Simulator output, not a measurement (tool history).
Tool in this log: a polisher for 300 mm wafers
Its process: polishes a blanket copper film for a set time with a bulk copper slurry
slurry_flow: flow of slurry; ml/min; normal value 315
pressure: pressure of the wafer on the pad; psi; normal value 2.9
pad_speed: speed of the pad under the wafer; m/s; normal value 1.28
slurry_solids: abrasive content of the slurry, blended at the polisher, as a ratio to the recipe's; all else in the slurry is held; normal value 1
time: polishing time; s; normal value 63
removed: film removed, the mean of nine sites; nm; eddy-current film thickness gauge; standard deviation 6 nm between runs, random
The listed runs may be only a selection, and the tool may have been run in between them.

run,hour,slurry_flow,pressure,pad_speed,slurry_solids,time,"incoming thickness of the incoming film, nm",removed
1,0,315,2.9,1.28,1,63,2129.8,807.3
# hour 65: slurry nozzle cleaned
2,90.9,315,2.9,1.28,1,63,2110.3,804.8
3,163,315,2.9,1.28,1.2,63,2155.8,826.6
4,228.3,315,2.9,1.28,1,63,2149.9,800.2
# hour 286.2: head pressure recalibrated
5,325.3,315,2.9,1.28,1,63,2130,775.5
6,418.4,315,2.9,1.28,1,63,2109.9,764.6
# hour 428: slurry blender recalibrated
# hour 449.3: worn pad replaced by a new one
7,494.1,315,2.9,1.28,1,63,2123.8,794.1
8,557.2,315,2.9,1.28,1,63,2134.1,804.1
# hour 567: slurry nozzle cleaned
9,603.4,380,2.9,1.28,1,63,2101.8,807.5
10,690.3,380,2.9,1.28,1,63,2112.5,798.4
11,746.3,315,2.9,1.28,1,63,2108.1,783.9
# hour 795.8: head pressure recalibrated
# hour 935.2: worn pad replaced by a new one
# hour 962.7: slurry blender recalibrated
12,970.6,315,2.9,1.28,1,63,2118.4,787.8
13,1027.8,315,2.9,1.28,1,63,2117.4,792.7
14,1071.4,315,2.9,1.28,1,63,2107.9,789.9
# hour 1094.8: slurry nozzle cleaned
15,1132.5,215,3.5,1.28,1,63,2124.3,915.3
16,1307.8,345,2.9,1.28,0.85,63,2145.7,742.1
# hour 1344.9: head pressure recalibrated
17,1373.3,315,2.9,1.28,1.15,63,2147.7,767.1
# hour 1405.4: slurry blender recalibrated
# hour 1430.2: worn pad replaced by a new one
# hour 1578.8: slurry nozzle cleaned
18,1639.9,315,3.9,1.28,0.75,63,2139.1,1008.4
19,1718,315,3.8,1.28,1,63,2132.5,1023
20,1809.2,315,2.9,1.28,1,63,2145.1,772.8
# hour 1827.4: head pressure recalibrated
21,1885.1,415,2.9,1.12,1,44,2118,479.5
# hour 1932: slurry blender recalibrated
# hour 1951: worn pad replaced by a new one
22,1978.8,315,2.9,1.28,1,63,2122.5,798.6
23,2053.3,240,2.9,1.28,1,63,2172.7,785.1
# hour 2115: slurry nozzle cleaned
24,2143.4,355,3.7,1.72,1,52,2114.7,1089.3
25,2196,315,2.9,1.28,1,63,2137.6,774.1
26,2302.9,315,2.2,1.72,1.25,63,2144.4,808.1
# hour 2364: head pressure recalibrated
27,2377.3,315,2.9,1.28,1,73,2163.7,881.8
# hour 2395.4: slurry blender recalibrated
28,2481.8,315,2.9,1.28,1,63,2088.7,747.4

Alternative continuations, all from the tool just after run 28; predict every row:
A,2482.2,315,2.9,1.28,1,47,2141.2,?
B,2482.2,315,2.3,1.28,1,63,2141.2,?
C,2482.2,360,2.9,1.28,1.25,63,2141.2,?
D,2482.2,315,1.9,1.28,1.25,80,2141.2,?
E,2482.2,315,2.9,1.28,0.85,63,2141.2,?

run,removed
A,563.3
B,598.8
C,795
D,655.5
E,733
Without the tool's unlogged condition, the same runs would have read:
run,removed
A,603.9
B,642
C,852.4
D,702.8
E,785.8

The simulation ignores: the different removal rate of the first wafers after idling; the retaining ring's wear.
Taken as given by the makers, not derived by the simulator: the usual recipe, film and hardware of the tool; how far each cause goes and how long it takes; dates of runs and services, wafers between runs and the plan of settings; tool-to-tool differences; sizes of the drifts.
